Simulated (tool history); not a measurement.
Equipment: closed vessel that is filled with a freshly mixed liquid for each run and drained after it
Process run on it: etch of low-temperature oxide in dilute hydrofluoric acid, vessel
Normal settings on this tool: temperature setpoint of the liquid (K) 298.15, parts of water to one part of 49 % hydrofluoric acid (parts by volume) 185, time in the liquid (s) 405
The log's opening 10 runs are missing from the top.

| run | hour | temperature setpoint of the liquid (K) | parts of water to one part of 49 % hydrofluoric acid (parts by volume) | time in the liquid (s) | wafers since the last listed run | hours since the thermometer was replaced | hours since the hydrofluoric acid flow meter was replaced | hours since the gauge calibration | read-back film thickness of the low-temperature oxide reference wafer, read on the same gauge (nm) | thickness taken off the low-temperature oxide on a monitor wafer (angstrom) |
|---|---|---|---|---|---|---|---|---|---|---|
| 11 | 126.3 | 298.15 | 185 | 405 | 1317 | 70.5 | 18.3 | 367.0 | 59.97 | 327.9 |
| 12 | 132.3 | 299.65 | 220 | 215 | 470 | 76.5 | 24.3 | 373.0 | 59.99 | 148.2 |
| 13 | 146.1 | 294.15 | 185 | 280 | 1082 | 90.3 | 38.1 | 386.8 | 60.04 | 194.5 |
| 14 | 155.3 | 303.15 | 135 | 170 | 721 | 99.5 | 47.3 | 396.0 | 60.04 | 239.2 |
|  | 159.5 | gauge calibrated |
|  | 169.5 | thermometer replaced, repeated, since the last time left the tool worse |
| 15 | 170.1 | 298.15 | 185 | 405 | 1082 | 0.6 | 62.1 | 10.6 | 60.02 | 291.7 |
| 16 | 181.7 | 298.15 | 130 | 270 | 909 | 12.2 | 73.7 | 22.2 | 60.04 | 295.7 |
| 17 | 195.9 | 301.15 | 275 | 325 | 1113 | 26.4 | 87.9 | 36.4 | 59.97 | 157.7 |
| 18 | 206.2 | 298.15 | 185 | 405 | 807 | 36.7 | 98.2 | 46.7 | 59.99 | 289.0 |
| 19 | 218.1 | 298.15 | 185 | 405 | 933 | 48.6 | 110.1 | 58.6 | 60.02 | 294.0 |
| 20 | 224.1 | 298.15 | 185 | 545 | 470 | 54.6 | 116.1 | 64.6 | 60.04 | 392.5 |
| 21 | 237.9 | 298.15 | 185 | 405 | 1082 | 68.4 | 129.9 | 78.4 | 60.03 | 289.6 |
| 22 | 244.6 | 293.65 | 185 | 405 | 525 | 75.1 | 136.6 | 85.1 | 59.99 | 245.5 |
| 23 | 259.5 | 301.15 | 185 | 405 | 1168 | 90.0 | 151.5 | 100.0 | 60.00 | 326.8 |
| 24 | 274.1 | 302.65 | 100 | 195 | 1145 | 104.6 | 166.1 | 114.6 | 59.99 | 339.8 |
| 25 | 291.6 | 301.15 | 130 | 625 | 1372 | 122.1 | 183.6 | 132.1 | 60.00 | 758.6 |
| 26 | 302.6 | 296.15 | 240 | 220 | 862 | 133.1 | 194.6 | 143.1 | 60.01 | 107.3 |
| 27 | 313.8 | 294.65 | 210 | 225 | 878 | 144.3 | 205.8 | 154.3 | 59.96 | 122.6 |
| 28 | 320.6 | 296.15 | 185 | 490 | 533 | 151.1 | 212.6 | 161.1 | 60.01 | 323.0 |
| 29 | 331.4 | 298.15 | 265 | 585 | 847 | 161.9 | 223.4 | 171.9 | 60.03 | 271.4 |
| 30 | 339.3 | 295.65 | 120 | 635 | 619 | 169.8 | 231.3 | 179.8 | 59.98 | 691.4 |
| 31 | 347.1 | 298.15 | 230 | 405 | 611 | 177.6 | 239.1 | 187.6 | 59.98 | 223.2 |
| 32 | 363.1 | 295.65 | 250 | 250 | 1254 | 193.6 | 255.1 | 203.6 | 60.02 | 114.5 |
| 33 | 381.0 | 298.15 | 110 | 405 | 1403 | 211.5 | 273.0 | 221.5 | 60.04 | 537.4 |

Each row is a separate what-if for the run after 33, all from the same tool condition, not one after another. Results?
| A | 381.8 | 298.15 | 185 | 405 | 62 | 212.3 | 273.8 | 222.3 | ? | ? |
| B | 381.8 | 293.15 | 150 | 595 | 62 | 212.3 | 273.8 | 222.3 | ? | ? |
| C | 381.8 | 298.15 | 185 | 195 | 62 | 212.3 | 273.8 | 222.3 | ? | ? |

| run | read-back film thickness of the low-temperature oxide reference wafer, read on the same gauge (nm) | thickness taken off the low-temperature oxide on a monitor wafer (angstrom) |
|---|---|---|
| A | 60.04 | 293.9 |
| B | 60.04 | 456.9 |
| C | 60.04 | 141.5 |
Take away the tool's hidden state, keep each run's random variation, and the runs would have read:
| run | thickness taken off the low-temperature oxide on a monitor wafer (angstrom) |
|---|---|
| A | 290.3 |
| B | 451.0 |
| C | 139.8 |
